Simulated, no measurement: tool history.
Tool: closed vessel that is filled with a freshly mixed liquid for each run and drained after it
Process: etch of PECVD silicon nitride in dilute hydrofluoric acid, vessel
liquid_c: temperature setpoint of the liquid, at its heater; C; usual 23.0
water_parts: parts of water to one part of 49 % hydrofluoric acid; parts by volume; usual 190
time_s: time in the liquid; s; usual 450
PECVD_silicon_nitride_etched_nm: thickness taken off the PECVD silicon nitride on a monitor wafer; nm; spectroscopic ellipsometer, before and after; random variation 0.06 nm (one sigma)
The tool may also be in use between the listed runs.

run	hour	liquid_c	water_parts	time_s	wafers since the last listed run	hours since the thermometer was replaced	hours since the hydrofluoric acid flow meter was replaced	hours since the gauge calibration	read-back film thickness of the PECVD silicon nitride reference wafer, read on the same gauge (nm)	PECVD_silicon_nitride_etched_nm
1	0.0	23.0	165	450	0	2149.0	761.4	1056.4	132.72	14.45
2	21.4	23.0	165	450	1342	2170.4	782.8	1077.8	132.81	14.58
3	50.3	23.0	190	450	1813	2199.3	811.7	1106.7	132.97	12.70
4	64.5	23.0	190	450	891	2213.5	825.9	1120.9	133.05	12.67
5	93.4	23.0	190	450	1813	2242.4	854.8	1149.8	133.21	12.78
6	107.7	23.0	190	450	897	2256.7	869.1	1164.1	133.28	12.72
7	133.1	20.0	190	450	1594	2282.1	894.5	1189.5	133.43	10.49
8	204.3	23.0	150	670	4468	2353.3	965.7	1260.7	133.83	23.97
9	238.4	23.0	155	450	2140	2387.4	999.8	1294.8	134.04	15.64
10	271.7	19.0	270	345	2089	2420.7	1033.1	1328.1	134.25	5.42
# hour 280.3: thermometer replaced
11	285.6	23.0	190	450	809	5.3	1047.0	1342.0	134.35	12.81
12	299.1	23.0	190	450	847	18.8	1060.5	1355.5	134.46	12.79
13	318.3	23.0	190	450	1204	38.0	1079.7	1374.7	134.56	12.87
14	406.4	23.0	135	450	5528	126.1	1167.8	1462.8	135.15	18.06
15	429.4	23.0	190	450	1443	149.1	1190.8	1485.8	135.35	13.01
16	504.8	23.0	285	315	4731	224.5	1266.2	1561.2	135.86	6.13
17	522.3	21.0	165	320	1098	242.0	1283.7	1578.7	136.00	9.26
18	538.2	27.0	190	450	997	257.9	1299.6	1594.6	136.13	16.82
# hour 565.6: gauge calibrated
# hour 572.2: hydrofluoric acid flow meter replaced
19	572.7	20.0	270	685	2102	292.4	0.5	7.1	129.46	10.98
20	604.0	23.0	190	450	1964	323.7	31.8	38.4	129.45	12.43
21	628.4	22.0	190	450	1531	348.1	56.2	62.8	129.46	11.62
22	662.9	23.0	285	450	2165	382.6	90.7	97.3	129.46	8.28
23	693.1	19.0	190	720	1895	412.8	120.9	127.5	129.50	15.23
24	722.2	27.0	160	525	1826	441.9	150.0	156.6	129.51	22.05
25	751.3	26.0	155	225	1826	471.0	179.1	185.7	129.53	9.22
26	764.8	23.0	190	335	847	484.5	192.6	199.2	129.56	9.24
27	800.1	23.0	150	240	2215	519.8	227.9	234.5	129.60	8.39
28	830.3	25.0	190	450	1895	550.0	258.1	264.7	129.62	14.11
29	858.5	23.0	190	450	1769	578.2	286.3	292.9	129.64	12.35
30	880.8	27.5	190	375	1399	600.5	308.6	315.2	129.70	13.65
31	896.3	19.5	125	450	972	616.0	324.1	330.7	129.70	14.91

The same runs without the tool's hidden state, with the same run-to-run variation:
The hidden state here: liquid colder than its thermometer reads (K); hydrofluoric acid flow above the setpoint (%); gauge reads high (%).
run	PECVD_silicon_nitride_etched_nm
1	14.15
2	14.27
3	12.41
4	12.38
5	12.47
6	12.41
7	10.22
8	23.28
9	15.17
10	5.24
11	12.40
12	12.37
13	12.43
14	17.38
15	12.50
16	5.86
17	8.85
18	16.06
19	11.02
20	12.48
21	11.67
22	8.31
23	15.29
24	22.14
25	9.25
26	9.27
27	8.42
28	14.16
29	12.38
30	13.68
31	14.95
